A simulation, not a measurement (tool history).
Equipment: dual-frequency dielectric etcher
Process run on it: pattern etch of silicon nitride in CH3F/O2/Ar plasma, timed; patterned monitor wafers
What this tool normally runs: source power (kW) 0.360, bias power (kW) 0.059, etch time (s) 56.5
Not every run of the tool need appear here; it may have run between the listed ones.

| run | hour | source power (kW) | bias power (kW) | etch time (s) | read-back reference wafer on the same gauge, depth_nm | mean etch depth across the wafer (angstrom) |
|---|---|---|---|---|---|---|
| 1 | 0.0 | 0.360 | 0.059 | 56.5 | 33.18 | 363.3 |
| 2 | 11.6 | 0.360 | 0.059 | 56.5 | 33.15 | 359.6 |
| 3 | 19.8 | 0.360 | 0.059 | 56.5 | 33.20 | 358.8 |
| 4 | 31.7 | 0.360 | 0.059 | 56.5 | 33.25 | 356.1 |
|  | 62.2 | wet clean of the chamber |
| 5 | 62.7 | 0.360 | 0.059 | 56.5 | 33.29 | 359.9 |
| 6 | 63.0 | 0.360 | 0.059 | 56.5 | 33.20 | 358.7 |
| 7 | 63.4 | 0.360 | 0.059 | 56.5 | 33.18 | 363.3 |
| 8 | 88.9 | 0.360 | 0.059 | 56.5 | 33.21 | 358.3 |
| 9 | 103.0 | 0.340 | 0.059 | 56.5 | 33.15 | 350.6 |
|  | 109.8 | bias power generator calibrated |
| 10 | 120.1 | 0.340 | 0.059 | 56.5 | 33.22 | 351.2 |
| 11 | 127.1 | 0.340 | 0.059 | 56.5 | 33.22 | 348.7 |
| 12 | 143.8 | 0.400 | 0.053 | 56.5 | 33.11 | 361.5 |
|  | 155.0 | gauge calibrated |
| 13 | 158.4 | 0.360 | 0.059 | 56.5 | 33.13 | 361.0 |
| 14 | 169.2 | 0.440 | 0.059 | 56.5 | 33.19 | 384.9 |
| 15 | 184.0 | 0.360 | 0.059 | 42.0 | 33.17 | 266.8 |
| 16 | 196.4 | 0.290 | 0.050 | 45.5 | 33.21 | 249.1 |
| 17 | 208.2 | 0.360 | 0.059 | 56.5 | 33.24 | 361.0 |
|  | 231.5 | source power generator calibrated |
|  | 243.6 | upper electrode replaced |
| 18 | 244.1 | 0.360 | 0.047 | 56.5 | 33.21 | 329.9 |
| 19 | 244.4 | 0.360 | 0.059 | 56.5 | 33.18 | 356.3 |
| 20 | 249.5 | 0.340 | 0.059 | 56.5 | 33.16 | 351.6 |
| 21 | 256.8 | 0.440 | 0.069 | 49.0 | 33.27 | 357.2 |
| 22 | 272.6 | 0.310 | 0.048 | 44.5 | 33.26 | 248.2 |
| 23 | 281.4 | 0.360 | 0.059 | 56.5 | 33.24 | 358.6 |
| 24 | 295.4 | 0.400 | 0.051 | 56.5 | 33.23 | 349.8 |
| 25 | 302.1 | 0.440 | 0.068 | 66.0 | 33.22 | 477.9 |
| 26 | 315.5 | 0.310 | 0.059 | 56.5 | 33.22 | 339.0 |
| 27 | 328.0 | 0.360 | 0.071 | 56.5 | 33.27 | 386.1 |
| 28 | 340.4 | 0.360 | 0.059 | 56.5 | 33.26 | 357.1 |
| 29 | 346.6 | 0.400 | 0.053 | 56.5 | 33.22 | 356.7 |

5 options for the next run, each taken on its own from the tool as it stands now. Forecast them:
| A | 347.0 | 0.280 | 0.059 | 56.5 | ? | ? |
| B | 347.0 | 0.400 | 0.070 | 64.0 | ? | ? |
| C | 347.0 | 0.430 | 0.064 | 56.5 | ? | ? |
| D | 347.0 | 0.360 | 0.046 | 56.5 | ? | ? |
| E | 347.0 | 0.360 | 0.059 | 68.0 | ? | ? |

| run | read-back reference wafer on the same gauge, depth_nm | mean etch depth across the wafer (angstrom) |
|---|---|---|
| A | 33.16 | 322.8 |
| B | 33.16 | 445.7 |
| C | 33.16 | 390.7 |
| D | 33.16 | 323.3 |
| E | 33.16 | 426.6 |
With no hidden state in the tool, these same runs would have given:
| run | mean etch depth across the wafer (angstrom) |
|---|---|
| A | 322.8 |
| B | 445.7 |
| C | 390.7 |
| D | 323.3 |
| E | 426.6 |

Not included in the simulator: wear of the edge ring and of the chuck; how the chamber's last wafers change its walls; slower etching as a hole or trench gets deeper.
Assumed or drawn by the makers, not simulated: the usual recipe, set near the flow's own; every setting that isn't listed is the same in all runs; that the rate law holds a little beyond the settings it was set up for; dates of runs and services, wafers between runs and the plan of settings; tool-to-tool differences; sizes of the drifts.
